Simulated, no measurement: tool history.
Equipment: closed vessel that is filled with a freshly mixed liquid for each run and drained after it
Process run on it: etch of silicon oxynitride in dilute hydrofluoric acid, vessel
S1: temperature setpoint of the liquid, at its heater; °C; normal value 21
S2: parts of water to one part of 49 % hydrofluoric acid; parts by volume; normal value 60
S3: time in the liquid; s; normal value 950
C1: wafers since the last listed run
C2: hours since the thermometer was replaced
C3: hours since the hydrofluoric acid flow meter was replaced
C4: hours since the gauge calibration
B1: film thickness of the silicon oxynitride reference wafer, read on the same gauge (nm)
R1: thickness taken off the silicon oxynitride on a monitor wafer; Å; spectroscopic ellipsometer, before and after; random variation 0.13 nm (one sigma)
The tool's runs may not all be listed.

Run 1, hour 0: usual settings; C1 0; C2 2375.7; C3 1046.5; C4 57.6; B1 130.01. Result: R1 278 Å.
Run 2, hour 9.6: usual settings; C1 439; C2 2385.3; C3 1056.1; C4 67.2; B1 129.98. Result: R1 275.3 Å.
Run 3, hour 22.1: usual settings; C1 572; C2 2397.8; C3 1068.6; C4 79.7; B1 130. Result: R1 277.6 Å.
Run 4, hour 35.1: usual settings but S1 22 °C, S2 35 parts by volume; C1 595; C2 2410.8; C3 1081.6; C4 92.7; B1 130.05. Result: R1 507.2 Å.
Run 5, hour 52.9: usual settings but S1 22 °C, S2 35 parts by volume; C1 815; C2 2428.6; C3 1099.4; C4 110.5; B1 130.01. Result: R1 511 Å.
Run 6, hour 61.2: usual settings but S1 22 °C, S2 35 parts by volume; C1 380; C2 2436.9; C3 1107.7; C4 118.8; B1 129.96. Result: R1 511.6 Å.
Run 7, hour 69.9: usual settings; C1 398; C2 2445.6; C3 1116.4; C4 127.5; B1 130.01. Result: R1 274.2 Å.
Run 8, hour 83.2: usual settings; C1 609; C2 2458.9; C3 1129.7; C4 140.8; B1 129.99. Result: R1 276.3 Å.
At hour 87.9: thermometer replaced.
Run 9, hour 92.4: usual settings; C1 375; C2 4.5; C3 1138.9; C4 150; B1 130. Result: R1 274.8 Å.
Run 10, hour 108.4: usual settings but S2 40 parts by volume, S3 1275 s; C1 733; C2 20.5; C3 1154.9; C4 166; B1 129.97. Result: R1 561.6 Å.
Run 11, hour 115.8: usual settings but S1 17 °C, S2 70 parts by volume; C1 339; C2 27.9; C3 1162.3; C4 173.4; B1 130.01. Result: R1 191.4 Å.
Run 12, hour 128: usual settings but S1 17 °C, S2 35 parts by volume, S3 645 s; C1 559; C2 40.1; C3 1174.5; C4 185.6; B1 129.96. Result: R1 266.9 Å.
Run 13, hour 139.4: usual settings but S1 19.5 °C; C1 522; C2 51.5; C3 1185.9; C4 197; B1 130.03. Result: R1 253.5 Å.
Run 14, hour 150.2: usual settings but S1 25.5 °C, S2 75 parts by volume, S3 610 s; C1 494; C2 62.3; C3 1196.7; C4 207.8; B1 130.01. Result: R1 171.7 Å.
Run 15, hour 156.5: usual settings; C1 288; C2 68.6; C3 1203; C4 214.1; B1 130. Result: R1 272.8 Å.
At hour 170.5: gauge calibrated.
Run 16, hour 172.9: usual settings but S1 25.5 °C, S2 85 parts by volume, S3 525 s; C1 751; C2 85; C3 1219.4; C4 2.4; B1 129.99. Result: R1 128.6 Å.
At hour 174.9: hydrofluoric acid flow meter replaced.
Run 17, hour 184.5: usual settings; C1 485; C2 96.6; C3 9.6; C4 14; B1 130.03. Result: R1 309 Å.
Run 18, hour 201.4: usual settings but S1 25 °C, S2 85 parts by volume, S3 1345 s; C1 774; C2 113.5; C3 26.5; C4 30.9; B1 130.01. Result: R1 366.2 Å.
Run 19, hour 218.7: usual settings but S3 1465 s; C1 792; C2 130.8; C3 43.8; C4 48.2; B1 130.03. Result: R1 474.3 Å.

Below, some changes in R1 between adjacent runs. For each, the amount present without the hidden state too (settings, incoming material, random variation) and the amount remaining for the hidden state with gauge scatter not shared by both compared results:
Unlogged tool condition in this case: liquid hotter than its thermometer reads (K); hydrofluoric acid flow below the setpoint (%); gauge reads high (%).
Run 10 -> 11: S1 21 -> 17, S2 40 -> 70, S3 1275 -> 950. R1 -370.2 Å: hidden state +52.6, all else -422.8.
